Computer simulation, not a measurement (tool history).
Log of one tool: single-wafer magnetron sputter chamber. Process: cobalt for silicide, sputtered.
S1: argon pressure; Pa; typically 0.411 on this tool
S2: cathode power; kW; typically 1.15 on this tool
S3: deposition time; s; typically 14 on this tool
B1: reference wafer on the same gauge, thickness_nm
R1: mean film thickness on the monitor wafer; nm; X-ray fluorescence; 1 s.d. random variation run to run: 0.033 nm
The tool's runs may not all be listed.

{"run": 1, "hour": 0.0, "S1": 0.411, "S2": 1.15, "S3": 14, "B1": 6.934, "R1": 8.198}
{"hour": 14.9, "done": "sputter target and shields replaced"}
{"run": 2, "hour": 15.4, "S1": 0.501, "S2": 1.15, "S3": 14, "B1": 6.924, "R1": 8.111}
{"run": 3, "hour": 23.5, "S1": 0.501, "S2": 1.15, "S3": 14, "B1": 6.922, "R1": 8.03}
{"run": 4, "hour": 35.2, "S1": 0.411, "S2": 1.15, "S3": 14.9, "B1": 6.924, "R1": 8.734}
{"run": 5, "hour": 50.3, "S1": 0.411, "S2": 1.15, "S3": 14.9, "B1": 6.913, "R1": 8.826}
{"run": 6, "hour": 60.8, "S1": 0.411, "S2": 1.15, "S3": 14, "B1": 6.918, "R1": 8.235}
{"run": 7, "hour": 68.2, "S1": 0.411, "S2": 1.15, "S3": 14, "B1": 6.926, "R1": 8.212}
{"hour": 78.7, "done": "magnet pack replaced"}
{"run": 8, "hour": 79.2, "S1": 0.411, "S2": 1.15, "S3": 14, "B1": 6.919, "R1": 8.256}
{"run": 9, "hour": 92.9, "S1": 0.411, "S2": 1.15, "S3": 14, "B1": 6.929, "R1": 8.234}
{"hour": 101.7, "done": "capacitance manometer re-zeroed and calibrated"}
{"hour": 109.6, "done": "sputter target and shields replaced"}
{"run": 10, "hour": 110.1, "S1": 0.411, "S2": 1.15, "S3": 14, "B1": 6.929, "R1": 8.208}
{"run": 11, "hour": 116.1, "S1": 0.411, "S2": 1.15, "S3": 14, "B1": 6.919, "R1": 8.274}
{"run": 12, "hour": 126.0, "S1": 0.509, "S2": 1.15, "S3": 12.4, "B1": 6.91, "R1": 7.145}
{"hour": 160.0, "done": "gauge calibrated"}
{"run": 13, "hour": 177.2, "S1": 0.536, "S2": 0.9, "S3": 16.5, "B1": 6.924, "R1": 7.718}
{"run": 14, "hour": 189.8, "S1": 0.335, "S2": 1.4, "S3": 12.4, "B1": 6.921, "R1": 8.721}
{"hour": 205.7, "done": "sputter target and shields replaced"}
{"run": 15, "hour": 206.2, "S1": 0.342, "S2": 1.45, "S3": 15.6, "B1": 6.92, "R1": 11.371}
{"run": 16, "hour": 214.2, "S1": 0.411, "S2": 1.3, "S3": 12.8, "B1": 6.911, "R1": 8.292}
{"run": 17, "hour": 223.4, "S1": 0.411, "S2": 1.15, "S3": 14, "B1": 6.921, "R1": 8.196}
{"run": 18, "hour": 237.9, "S1": 0.506, "S2": 1.05, "S3": 16.3, "B1": 6.92, "R1": 8.693}

What if the next run were any one of these 5? Each begins from the tool's condition after run 18:
{"run": "A", "hour": 238.3, "S1": 0.411, "S2": 1.15, "S3": 14, "B1": "?", "R1": "?"}
{"run": "B", "hour": 238.3, "S1": 0.574, "S2": 1.45, "S3": 15.8, "B1": "?", "R1": "?"}
{"run": "C", "hour": 238.3, "S1": 0.411, "S2": 1, "S3": 11.9, "B1": "?", "R1": "?"}
{"run": "D", "hour": 238.3, "S1": 0.326, "S2": 1.25, "S3": 16.3, "B1": "?", "R1": "?"}
{"run": "E", "hour": 238.3, "S1": 0.548, "S2": 1.15, "S3": 14, "B1": "?", "R1": "?"}

run=A B1=6.917 R1=8.195
run=B B1=6.917 R1=10.89
run=C B1=6.917 R1=6.212
run=D B1=6.917 R1=10.404
run=E B1=6.917 R1=7.975
The same runs, with their run-to-run variation unchanged, on a tool lacking any hidden condition would have given:
run=A R1=8.195
run=B R1=10.89
run=C R1=6.212
run=D R1=10.404
run=E R1=7.975
